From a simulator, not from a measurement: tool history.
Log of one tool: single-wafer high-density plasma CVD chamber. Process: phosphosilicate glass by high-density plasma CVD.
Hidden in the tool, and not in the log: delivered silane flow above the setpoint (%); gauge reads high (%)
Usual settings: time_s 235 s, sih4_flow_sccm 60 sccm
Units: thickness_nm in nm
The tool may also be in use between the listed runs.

run,day,time_s,sih4_flow_sccm,wafers since the last listed run,hours since the silane flow controller was replaced,hours since the gauge calibration,"read-back reference wafer on the same gauge, thickness_nm",thickness_nm
1,0,235,60,0,1537.8,1693.5,1477.523,1537.422
# day 1.092: gauge calibrated
2,1.583,235,60,261,1575.8,11.8,1478.914,1540.527
3,5.429,235,60,635,1668.1,104.1,1479.006,1541.237
4,7.046,235,60,267,1706.9,142.9,1479.736,1535.864
5,9.421,268,60,392,1763.9,199.9,1479.323,1753.647
6,12.771,235,69,553,1844.3,280.3,1479.308,1774.061
7,15.958,235,69,526,1920.8,356.8,1480.494,1785.507
8,19.475,235,60,580,2005.2,441.2,1482.042,1551.776
9,22.696,235,60,532,2082.5,518.5,1479.953,1547.268
10,26.738,235,60,667,2179.5,615.5,1479.922,1568.267
11,30.108,235,60,556,2260.4,696.4,1480.471,1557.815
12,33.9,235,60,626,2351.4,787.4,1478.966,1561.085
13,39.808,202,66,976,2493.2,929.2,1482.068,1480.386
14,41.7,202,66,312,2538.6,974.6,1480.42,1476.583
15,45.071,202,66,556,2619.5,1055.5,1479.972,1495.418
16,46.762,235,57,279,2660.1,1096.1,1478.933,1489.466
17,48.946,235,57,360,2712.5,1148.5,1479.009,1498.627
18,51.221,235,60,375,2767.1,1203.1,1478.974,1582.127
19,55.104,277,67,641,2860.3,1296.3,1480.952,2070.856
# day 55.721: silane flow controller replaced
20,56.779,192,50,221,25.4,1336.5,1478.925,1028.067
21,59.512,235,60,451,91,1402.1,1481.144,1501.196
22,63.758,279,53,701,192.9,1504,1478.865,1569.023
23,66.454,203,56,445,257.6,1568.7,1479.016,1213.367
24,70.7,235,60,701,359.5,1670.6,1479.242,1496.397
# day 73.938: gauge calibrated
25,74.004,235,60,545,438.8,1.6,1478.331,1503.522
26,78.071,235,57,671,536.4,99.2,1479.544,1436.727
27,79.767,215,60,280,577.1,139.9,1478.543,1375.079
28,83.242,192,69,574,660.5,223.3,1480.751,1414.834
29,87.646,201,55,727,766.2,329,1479.855,1185.291
30,90.5,247,66,471,834.7,397.5,1479.337,1750.328
31,92.092,190,53,262,872.9,435.7,1481.608,1079.951
32,95.108,235,60,498,945.3,508.1,1479.648,1515.801
33,97.267,207,70,356,997.1,559.9,1479.499,1551.34
34,100.8,207,60,583,1081.9,644.7,1480.292,1340.19

Measured less the same run without the tool's hidden state. The same run-to-run variation is in both; the gauge's scatter may not be:
run,thickness_nm
1,+44.887
2,+46.097
3,+48.83
4,+49.792
5,+58.75
6,+62.134
7,+65.112
8,+59.052
9,+61.123
10,+64.795
11,+66.71
12,+69.487
13,+69.773
14,+70.829
15,+73.954
16,+74.767
17,+76.663
18,+82.511
19,+111.512
20,-0.73
21,+0.933
22,+4.209
23,+4.837
24,+9.029
25,+11.459
26,+13.747
27,+14.27
28,+17.025
29,+16.739
30,+27.08
31,+17.52
32,+26.742
33,+28.941
34,+27.22
